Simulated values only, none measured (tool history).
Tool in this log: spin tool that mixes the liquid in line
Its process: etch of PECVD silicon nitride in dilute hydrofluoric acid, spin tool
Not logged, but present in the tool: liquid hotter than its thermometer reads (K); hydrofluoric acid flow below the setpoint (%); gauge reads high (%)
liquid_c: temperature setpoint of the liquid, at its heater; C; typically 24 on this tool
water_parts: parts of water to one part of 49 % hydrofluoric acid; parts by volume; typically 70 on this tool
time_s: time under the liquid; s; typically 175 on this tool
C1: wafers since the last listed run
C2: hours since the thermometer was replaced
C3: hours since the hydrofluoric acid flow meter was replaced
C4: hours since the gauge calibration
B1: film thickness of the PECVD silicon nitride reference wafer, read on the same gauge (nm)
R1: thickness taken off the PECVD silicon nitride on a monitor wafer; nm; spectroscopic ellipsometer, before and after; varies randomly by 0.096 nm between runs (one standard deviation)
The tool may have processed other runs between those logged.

Run 1, day 0: usual settings; C1 0; C2 712.2; C3 740.7; C4 1092.7; B1 40. Result: R1 10.07 nm.
At day 3.038: hydrofluoric acid flow meter replaced.
Run 2, day 3.329: usual settings; C1 736; C2 792.1; C3 7; C4 1172.6; B1 40.04. Result: R1 10.09 nm.
Run 3, day 6.854: usual settings; C1 789; C2 876.7; C3 91.6; C4 1257.2; B1 40. Result: R1 10.04 nm.
Run 4, day 9.646: usual settings; C1 625; C2 943.7; C3 158.6; C4 1324.2; B1 40.05. Result: R1 10.2 nm.
Run 5, day 11.729: usual settings but liquid_c 27.5 C, water_parts 45 parts by volume; C1 466; C2 993.7; C3 208.6; C4 1374.2; B1 40.01. Result: R1 19.94 nm.
Run 6, day 14.946: usual settings but liquid_c 27.5 C, water_parts 45 parts by volume; C1 720; C2 1070.9; C3 285.8; C4 1451.4; B1 40.05. Result: R1 19.97 nm.
Run 7, day 18.662: usual settings; C1 832; C2 1160.1; C3 375; C4 1540.6; B1 40.03. Result: R1 10.2 nm.
At day 22.283: gauge calibrated.
Run 8, day 22.646: usual settings; C1 892; C2 1255.7; C3 470.6; C4 8.7; B1 40.02. Result: R1 10.12 nm.
Run 9, day 27.125: usual settings but water_parts 85 parts by volume; C1 1003; C2 1363.2; C3 578.1; C4 116.2; B1 40. Result: R1 8.26 nm.
Run 10, day 37.05: usual settings; C1 2222; C2 1601.4; C3 816.3; C4 354.4; B1 39.98. Result: R1 10 nm.
Run 11, day 39.229: usual settings; C1 488; C2 1653.7; C3 868.6; C4 406.7; B1 39.96. Result: R1 10.26 nm.
At day 39.754: hydrofluoric acid flow meter replaced.
Run 12, day 43.492: usual settings; C1 945; C2 1756; C3 89.7; C4 509; B1 40.01. Result: R1 10.24 nm.
Run 13, day 45.029: usual settings but water_parts 90 parts by volume; C1 344; C2 1792.9; C3 126.6; C4 545.9; B1 40. Result: R1 7.89 nm.
Run 14, day 47.8: usual settings; C1 620; C2 1859.4; C3 193.1; C4 612.4; B1 39.95. Result: R1 10.14 nm.
Run 15, day 51.154: usual settings; C1 751; C2 1939.9; C3 273.6; C4 692.9; B1 40.01. Result: R1 10.06 nm.
Run 16, day 55.254: usual settings but liquid_c 28 C; C1 918; C2 2038.3; C3 372; C4 791.3; B1 39.99. Result: R1 13.32 nm.
Run 17, day 56.875: usual settings but liquid_c 27 C, water_parts 85 parts by volume; C1 362; C2 2077.2; C3 410.9; C4 830.2; B1 39.99. Result: R1 10.22 nm.
Run 18, day 59.317: usual settings but liquid_c 26.5 C, water_parts 45 parts by volume, time_s 270 s; C1 546; C2 2135.8; C3 469.5; C4 888.8; B1 39.96. Result: R1 28.78 nm.
At day 62.879: thermometer replaced.
Run 19, day 63.767: usual settings but water_parts 85 parts by volume, time_s 235 s; C1 987; C2 21.3; C3 576.3; C4 995.6; B1 40.03. Result: R1 11.16 nm.
Run 20, day 66.729: usual settings but water_parts 40 parts by volume; C1 663; C2 92.4; C3 647.4; C4 1066.7; B1 40. Result: R1 17.52 nm.
Run 21, day 68.988: usual settings; C1 505; C2 146.6; C3 701.6; C4 1120.9; B1 40.02. Result: R1 10.28 nm.
Run 22, day 72.496: usual settings but liquid_c 20.5 C; C1 785; C2 230.8; C3 785.8; C4 1205.1; B1 39.97. Result: R1 8.04 nm.
Run 23, day 75.512: usual settings; C1 675; C2 303.2; C3 858.2; C4 1277.5; B1 39.98. Result: R1 10.13 nm.
At day 76.483: hydrofluoric acid flow meter replaced.
Run 24, day 79.792: usual settings but water_parts 35 parts by volume, time_s 110 s; C1 948; C2 405.9; C3 79.4; C4 1380.2; B1 40.01. Result: R1 12.6 nm.
Run 25, day 82.879: usual settings but liquid_c 19.5 C, time_s 140 s; C1 691; C2 480; C3 153.5; C4 1454.3; B1 39.99. Result: R1 6.09 nm.
Run 26, day 84.892: usual settings; C1 450; C2 528.3; C3 201.8; C4 1502.6; B1 39.98. Result: R1 10.08 nm.
At day 86.142: gauge calibrated.
Run 27, day 86.625: usual settings but liquid_c 25.5 C, water_parts 55 parts by volume, time_s 245 s; C1 388; C2 569.9; C3 243.4; C4 11.6; B1 40.02. Result: R1 20.23 nm.
Run 28, day 88.542: usual settings; C1 429; C2 615.9; C3 289.4; C4 57.6; B1 39.97. Result: R1 10.22 nm.
Run 29, day 90.121: usual settings but time_s 210 s; C1 353; C2 653.8; C3 327.3; C4 95.5; B1 39.99. Result: R1 12.48 nm.
Run 30, day 93.65: usual settings but water_parts 105 parts by volume; C1 790; C2 738.5; C3 412; C4 180.2; B1 40.02. Result: R1 6.76 nm.
Run 31, day 98.112: usual settings but liquid_c 22.5 C, water_parts 50 parts by volume, time_s 210 s; C1 999; C2 845.6; C3 519.1; C4 287.3; B1 39.98. Result: R1 15.14 nm.
Run 32, day 101.883: usual settings but liquid_c 26 C, water_parts 60 parts by volume; C1 844; C2 936.1; C3 609.6; C4 377.8; B1 40.03. Result: R1 13.32 nm.
Run 33, day 105.846: usual settings but liquid_c 19.5 C, water_parts 50 parts by volume, time_s 80 s; C1 887; C2 1031.2; C3 704.7; C4 472.9; B1 39.99. Result: R1 4.77 nm.

Exercise: give the hidden state of the tool at every run:
liquid hotter than its thermometer reads (K): 0 across all the runs
hydrofluoric acid flow below the setpoint (%): 0 across all the runs
gauge reads high (%): 0 across all the runs

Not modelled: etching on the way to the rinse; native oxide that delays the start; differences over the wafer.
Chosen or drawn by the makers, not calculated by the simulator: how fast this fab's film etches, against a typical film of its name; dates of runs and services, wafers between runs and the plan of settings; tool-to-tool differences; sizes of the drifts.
